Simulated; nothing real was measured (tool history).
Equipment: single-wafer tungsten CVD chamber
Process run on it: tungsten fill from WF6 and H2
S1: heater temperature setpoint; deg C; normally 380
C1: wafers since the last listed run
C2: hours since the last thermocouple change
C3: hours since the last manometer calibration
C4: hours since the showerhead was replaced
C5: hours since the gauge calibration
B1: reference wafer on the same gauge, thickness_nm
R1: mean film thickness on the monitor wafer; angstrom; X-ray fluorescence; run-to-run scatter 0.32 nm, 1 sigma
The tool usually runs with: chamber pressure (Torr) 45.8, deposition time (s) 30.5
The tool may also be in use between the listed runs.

run 1 hour=0.0 | S1=380 chamber_pressure_(Torr)=45.8 deposition_time_(s)=30.5 | C1=0 C2=1440.2 C3=1054.1 C4=2723.8 C5=1319.0 | B1=68.724 | R1=689.14
run 2 hour=45.0 | S1=374 chamber_pressure_(Torr)=38.2 deposition_time_(s)=30.5 | C1=731 C2=1485.2 C3=1099.1 C4=2768.8 C5=1364.0 | B1=68.779 | R1=592.48
run 3 hour=78.0 | S1=374 chamber_pressure_(Torr)=38.2 deposition_time_(s)=30.5 | C1=536 C2=1518.2 C3=1132.1 C4=2801.8 C5=1397.0 | B1=68.777 | R1=593.83
run 4 hour=149.1 | S1=374 chamber_pressure_(Torr)=38.2 deposition_time_(s)=30.5 | C1=1155 C2=1589.3 C3=1203.2 C4=2872.9 C5=1468.1 | B1=68.864 | R1=593.61
run 5 hour=205.0 | S1=380 chamber_pressure_(Torr)=45.8 deposition_time_(s)=30.5 | C1=908 C2=1645.2 C3=1259.1 C4=2928.8 C5=1524.0 | B1=68.849 | R1=685.66
run 6 hour=230.0 | S1=380 chamber_pressure_(Torr)=45.8 deposition_time_(s)=26.2 | C1=406 C2=1670.2 C3=1284.1 C4=2953.8 C5=1549.0 | B1=68.909 | R1=592.78
-- hour=290.6 gauge calibrated
run 7 hour=297.9 | S1=380 chamber_pressure_(Torr)=45.8 deposition_time_(s)=30.5 | C1=1103 C2=1738.1 C3=1352.0 C4=3021.7 C5=7.3 | B1=65.324 | R1=658.37
run 8 hour=330.8 | S1=371 chamber_pressure_(Torr)=48.5 deposition_time_(s)=30.5 | C1=534 C2=1771.0 C3=1384.9 C4=3054.6 C5=40.2 | B1=65.569 | R1=567.90
run 9 hour=382.2 | S1=386 chamber_pressure_(Torr)=45.8 deposition_time_(s)=30.5 | C1=835 C2=1822.4 C3=1436.3 C4=3106.0 C5=91.6 | B1=65.796 | R1=732.14
run 10 hour=467.1 | S1=386 chamber_pressure_(Torr)=45.8 deposition_time_(s)=30.5 | C1=1380 C2=1907.3 C3=1521.2 C4=3190.9 C5=176.5 | B1=66.197 | R1=736.97
run 11 hour=503.9 | S1=386 chamber_pressure_(Torr)=45.8 deposition_time_(s)=30.5 | C1=598 C2=1944.1 C3=1558.0 C4=3227.7 C5=213.3 | B1=66.338 | R1=735.41
run 12 hour=542.1 | S1=380 chamber_pressure_(Torr)=45.8 deposition_time_(s)=30.5 | C1=620 C2=1982.3 C3=1596.2 C4=3265.9 C5=251.5 | B1=66.576 | R1=664.80
run 13 hour=591.4 | S1=390 chamber_pressure_(Torr)=45.8 deposition_time_(s)=30.5 | C1=801 C2=2031.6 C3=1645.5 C4=3315.2 C5=300.8 | B1=66.755 | R1=792.80
-- hour=622.1 thermocouple changed; heater temperature recalibrated
run 14 hour=738.8 | S1=388 chamber_pressure_(Torr)=37.3 deposition_time_(s)=28.2 | C1=2266 C2=116.7 C3=1792.9 C4=3462.6 C5=448.2 | B1=67.180 | R1=682.19
run 15 hour=778.0 | S1=389 chamber_pressure_(Torr)=56.0 deposition_time_(s)=34.2 | C1=637 C2=155.9 C3=1832.1 C4=3501.8 C5=487.4 | B1=67.343 | R1=929.93
run 16 hour=840.9 | S1=380 chamber_pressure_(Torr)=45.8 deposition_time_(s)=30.5 | C1=1022 C2=218.8 C3=1895.0 C4=3564.7 C5=550.3 | B1=67.447 | R1=679.69
-- hour=973.7 showerhead replaced
run 17 hour=1002.9 | S1=380 chamber_pressure_(Torr)=45.8 deposition_time_(s)=35.0 | C1=2503 C2=380.8 C3=2057.0 C4=29.2 C5=712.3 | B1=67.818 | R1=783.01
run 18 hour=1044.4 | S1=387 chamber_pressure_(Torr)=55.2 deposition_time_(s)=30.5 | C1=674 C2=422.3 C3=2098.5 C4=70.7 C5=753.8 | B1=67.846 | R1=797.20
run 19 hour=1115.9 | S1=386 chamber_pressure_(Torr)=39.2 deposition_time_(s)=33.7 | C1=1162 C2=493.8 C3=2170.0 C4=142.2 C5=825.3 | B1=67.982 | R1=808.34
run 20 hour=1163.0 | S1=380 chamber_pressure_(Torr)=45.8 deposition_time_(s)=30.5 | C1=765 C2=540.9 C3=2217.1 C4=189.3 C5=872.4 | B1=68.021 | R1=681.66
run 21 hour=1218.6 | S1=380 chamber_pressure_(Torr)=41.8 deposition_time_(s)=26.9 | C1=903 C2=596.5 C3=2272.7 C4=244.9 C5=928.0 | B1=68.097 | R1=585.45
-- hour=1245.3 capacitance manometer re-zeroed and calibrated
run 22 hour=1290.1 | S1=385 chamber_pressure_(Torr)=45.8 deposition_time_(s)=33.2 | C1=1032 C2=668.0 C3=44.8 C4=316.4 C5=999.5 | B1=68.142 | R1=801.20
run 23 hour=1323.6 | S1=386 chamber_pressure_(Torr)=45.8 deposition_time_(s)=30.5 | C1=544 C2=701.5 C3=78.3 C4=349.9 C5=1033.0 | B1=68.138 | R1=758.86
run 24 hour=1383.6 | S1=380 chamber_pressure_(Torr)=52.7 deposition_time_(s)=30.5 | C1=975 C2=761.5 C3=138.3 C4=409.9 C5=1093.0 | B1=68.120 | R1=710.40
run 25 hour=1420.8 | S1=387 chamber_pressure_(Torr)=54.5 deposition_time_(s)=34.5 | C1=604 C2=798.7 C3=175.5 C4=447.1 C5=1130.2 | B1=68.176 | R1=911.39
run 26 hour=1460.4 | S1=371 chamber_pressure_(Torr)=45.8 deposition_time_(s)=25.2 | C1=643 C2=838.3 C3=215.1 C4=486.7 C5=1169.8 | B1=68.272 | R1=479.69
run 27 hour=1504.1 | S1=366 chamber_pressure_(Torr)=57.1 deposition_time_(s)=30.5 | C1=710 C2=882.0 C3=258.8 C4=530.4 C5=1213.5 | B1=68.422 | R1=551.90
run 28 hour=1541.2 | S1=380 chamber_pressure_(Torr)=36.8 deposition_time_(s)=30.5 | C1=603 C2=919.1 C3=295.9 C4=567.5 C5=1250.6 | B1=68.300 | R1=649.38
run 29 hour=1570.9 | S1=380 chamber_pressure_(Torr)=45.8 deposition_time_(s)=30.5 | C1=482 C2=948.8 C3=325.6 C4=597.2 C5=1280.3 | B1=68.318 | R1=681.68
run 30 hour=1611.8 | S1=370 chamber_pressure_(Torr)=45.8 deposition_time_(s)=30.5 | C1=664 C2=989.7 C3=366.5 C4=638.1 C5=1321.2 | B1=68.356 | R1=573.09
run 31 hour=1644.8 | S1=380 chamber_pressure_(Torr)=45.8 deposition_time_(s)=30.5 | C1=536 C2=1022.7 C3=399.5 C4=671.1 C5=1354.2 | B1=68.462 | R1=679.57
run 32 hour=1679.9 | S1=375 chamber_pressure_(Torr)=35.9 deposition_time_(s)=30.5 | C1=570 C2=1057.8 C3=434.6 C4=706.2 C5=1389.3 | B1=68.549 | R1=591.31
run 33 hour=1730.6 | S1=384 chamber_pressure_(Torr)=53.8 deposition_time_(s)=33.2 | C1=824 C2=1108.5 C3=485.3 C4=756.9 C5=1440.0 | B1=68.499 | R1=838.19
run 34 hour=1784.2 | S1=392 chamber_pressure_(Torr)=50.3 deposition_time_(s)=34.5 | C1=871 C2=1162.1 C3=538.9 C4=810.5 C5=1493.6 | B1=68.488 | R1=985.35
run 35 hour=1900.2 | S1=366 chamber_pressure_(Torr)=35.0 deposition_time_(s)=27.8 | C1=1885 C2=1278.1 C3=654.9 C4=926.5 C5=1609.6 | B1=68.572 | R1=458.88

3 options for the next run, each taken on its own from the tool as it stands now. Forecast them:
run A hour=1900.6 | S1=393 chamber_pressure_(Torr)=45.8 deposition_time_(s)=30.5 | C1=6 C2=1278.5 C3=655.3 C4=926.9 C5=1610.0 | B1=? | R1=?
run B hour=1900.6 | S1=380 chamber_pressure_(Torr)=55.0 deposition_time_(s)=24.6 | C1=6 C2=1278.5 C3=655.3 C4=926.9 C5=1610.0 | B1=? | R1=?
run C hour=1900.6 | S1=380 chamber_pressure_(Torr)=52.0 deposition_time_(s)=28.0 | C1=6 C2=1278.5 C3=655.3 C4=926.9 C5=1610.0 | B1=? | R1=?

run=A B1=68.505 R1=864.78
run=B B1=68.505 R1=580.85
run=C B1=68.505 R1=652.42
Stripped of hidden state, with their random variation kept, the same runs would have yielded:
run=A R1=828.85
run=B R1=556.72
run=C R1=625.32
